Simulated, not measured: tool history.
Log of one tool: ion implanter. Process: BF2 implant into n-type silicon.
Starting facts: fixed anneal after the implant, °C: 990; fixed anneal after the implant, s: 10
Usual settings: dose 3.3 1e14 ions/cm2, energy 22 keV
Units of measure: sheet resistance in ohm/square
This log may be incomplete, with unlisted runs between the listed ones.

| run | hour | dose | energy | read-back reference wafer on the same gauge, sheet resistance | sheet resistance |
|---|---|---|---|---|---|
| 1 | 0 | 3.3 | 27 | 376.94 | 338.43 |
| 2 | 19.8 | 3.3 | 27 | 376.73 | 338.87 |
| 3 | 32.9 | 3.3 | 27 | 377 | 338.54 |
| 4 | 56.2 | 3.3 | 22 | 376.82 | 344.78 |
| 5 | 76.6 | 3.3 | 22 | 376.88 | 344.88 |
| 6 | 111.6 | 3.3 | 22 | 376.95 | 345.79 |
|  | 145.2 | extraction supply calibrated |
| 7 | 146.4 | 3.3 | 26.5 | 376.89 | 341.1 |
|  | 156.8 | gauge calibrated |
| 8 | 181.3 | 3.3 | 29.5 | 377.01 | 339.88 |
| 9 | 193.4 | 2.81 | 28 | 376.91 | 389.25 |

The next listed run, before its measurement:
| 10 | 219.5 | 3.89 | 18.5 | ? | ? |

read-back reference wafer on the same gauge, sheet resistance: 377.01
sheet resistance: 316.96 ohm/square
Without the tool's hidden state the same run would have given sheet resistance 307.41 ohm/square.

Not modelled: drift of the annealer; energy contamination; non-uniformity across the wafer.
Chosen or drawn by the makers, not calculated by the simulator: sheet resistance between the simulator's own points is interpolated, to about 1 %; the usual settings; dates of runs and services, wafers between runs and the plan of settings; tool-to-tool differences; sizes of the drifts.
